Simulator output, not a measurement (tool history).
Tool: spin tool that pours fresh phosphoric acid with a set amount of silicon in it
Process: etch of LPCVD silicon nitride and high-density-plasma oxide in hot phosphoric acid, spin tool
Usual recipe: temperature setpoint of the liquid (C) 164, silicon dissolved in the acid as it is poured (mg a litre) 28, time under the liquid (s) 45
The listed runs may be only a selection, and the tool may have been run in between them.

| run | hour | temperature setpoint of the liquid (C) | silicon dissolved in the acid as it is poured (mg a litre) | time under the liquid (s) | wafers since the last listed run | hours since the thermometer was replaced | hours since the dissolved silicon flow meter was replaced | hours since the heated supply line was repaired | hours since the gauge calibration | read-back film thickness of the LPCVD silicon nitride reference wafer, read on the same gauge (nm) | read-back film thickness of the high-density-plasma oxide reference wafer, read on the same gauge (nm) | thickness taken off the LPCVD silicon nitride on a monitor wafer (nm) | thickness taken off the high-density-plasma oxide on a monitor wafer (nm) |
|---|---|---|---|---|---|---|---|---|---|---|---|---|---|
| 1 | 0 | 164 | 28 | 45 | 0 | 408.3 | 844 | 934.1 | 393.3 | 29.446 | 29.469 | 4.618 | 0.21 |
|  | 25.8 | gauge calibrated |
| 2 | 57.6 | 164 | 28 | 45 | 884 | 465.9 | 901.6 | 991.7 | 31.8 | 29.871 | 29.837 | 4.721 | 0.21 |
| 3 | 82.3 | 164 | 28 | 45 | 379 | 490.6 | 926.3 | 1016.4 | 56.5 | 29.817 | 29.798 | 4.689 | 0.225 |
| 4 | 141.5 | 164 | 28 | 45 | 908 | 549.8 | 985.5 | 1075.6 | 115.7 | 29.691 | 29.664 | 4.69 | 0.211 |
| 5 | 176.8 | 164 | 28 | 45 | 541 | 585.1 | 1020.8 | 1110.9 | 151 | 29.583 | 29.584 | 4.657 | 0.161 |
| 6 | 213.4 | 164 | 28 | 45 | 561 | 621.7 | 1057.4 | 1147.5 | 187.6 | 29.531 | 29.579 | 4.683 | 0.202 |
|  | 247.6 | thermometer replaced |
| 7 | 277.5 | 164 | 28 | 45 | 968 | 29.9 | 1121.5 | 1211.6 | 251.7 | 29.497 | 29.482 | 4.619 | 0.189 |
| 8 | 323.6 | 164 | 28 | 30 | 707 | 76 | 1167.6 | 1257.7 | 297.8 | 29.452 | 29.461 | 3.084 | 0.133 |
|  | 335.6 | dissolved silicon flow meter replaced |
| 9 | 363 | 164 | 40 | 35 | 589 | 115.4 | 27.4 | 1297.1 | 337.2 | 29.427 | 29.468 | 3.598 | 0.097 |
| 10 | 408.9 | 163 | 19 | 45 | 704 | 161.3 | 73.3 | 1343 | 383.1 | 29.467 | 29.433 | 4.472 | 0.321 |
|  | 435.3 | gauge calibrated |
| 11 | 477.1 | 162.5 | 22 | 65 | 1046 | 229.5 | 141.5 | 1411.2 | 41.8 | 29.933 | 29.915 | 6.477 | 0.363 |
| 12 | 503.5 | 164 | 28 | 45 | 405 | 255.9 | 167.9 | 1437.6 | 68.2 | 29.869 | 29.859 | 4.705 | 0.139 |
|  | 592.3 | heated supply line repaired |
| 13 | 606 | 164 | 6 | 65 | 1558 | 358.4 | 270.4 | 13.7 | 170.7 | 29.691 | 29.704 | 6.77 | 0.663 |
| 14 | 638.2 | 167 | 46.5 | 20 | 494 | 390.6 | 302.6 | 45.9 | 202.9 | 29.689 | 29.675 | 2.288 | 0.035 |
| 15 | 694.6 | 164 | 38.5 | 55 | 865 | 447 | 359 | 102.3 | 259.3 | 29.629 | 29.608 | 5.65 | 0.155 |
| 16 | 723.6 | 164 | 28 | 45 | 445 | 476 | 388 | 131.3 | 288.3 | 29.556 | 29.614 | 4.666 | 0.184 |

Run 17 has not been measured yet. What should we expect?
| 17 | 758 | 164 | 28 | 65 | 528 | 510.4 | 422.4 | 165.7 | 322.7 | ? | ? | ? | ? |

{"run 17": {"read-back film thickness of the LPCVD silicon nitride reference wafer, read on the same gauge (nm)": 29.622, "read-back film thickness of the high-density-plasma oxide reference wafer, read on the same gauge (nm)": 29.618, "thickness taken off the LPCVD silicon nitride on a monitor wafer (nm)": 6.722, "thickness taken off the high-density-plasma oxide on a monitor wafer (nm)": 0.229}}
With the hidden condition absent and the run-to-run variation left alone, this run would have shown thickness taken off the LPCVD silicon nitride on a monitor wafer (nm) 6.817, thickness taken off the high-density-plasma oxide on a monitor wafer (nm) 0.232.
